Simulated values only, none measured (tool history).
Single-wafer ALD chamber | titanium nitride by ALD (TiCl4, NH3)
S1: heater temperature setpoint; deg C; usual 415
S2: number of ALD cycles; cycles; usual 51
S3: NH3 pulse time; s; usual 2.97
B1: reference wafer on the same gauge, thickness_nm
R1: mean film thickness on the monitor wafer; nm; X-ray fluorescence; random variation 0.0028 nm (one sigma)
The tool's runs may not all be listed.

run	hour	S1	S2	S3	B1	R1
1	0.0	415	56	2.97	1.137	1.210
# hour 45.5: gauge calibrated
2	52.2	415	51	3.60	1.160	1.137
3	104.2	415	51	3.60	1.160	1.135
4	132.2	415	51	3.60	1.159	1.133
5	163.8	415	49	2.97	1.155	1.081
6	215.6	415	49	2.97	1.154	1.078
7	263.6	415	51	2.97	1.151	1.122
8	314.3	415	51	2.97	1.150	1.113
9	368.1	415	51	2.97	1.147	1.117
10	428.6	420	51	2.97	1.144	1.115
11	613.8	415	51	2.97	1.137	1.108

The next listed run, before its measurement:
12	651.0	415	42	2.97	?	?

{"run 12": {"B1": 1.134, "R1": 0.906}}
Without the tool's hidden state the same run would have given R1 0.927 nm.
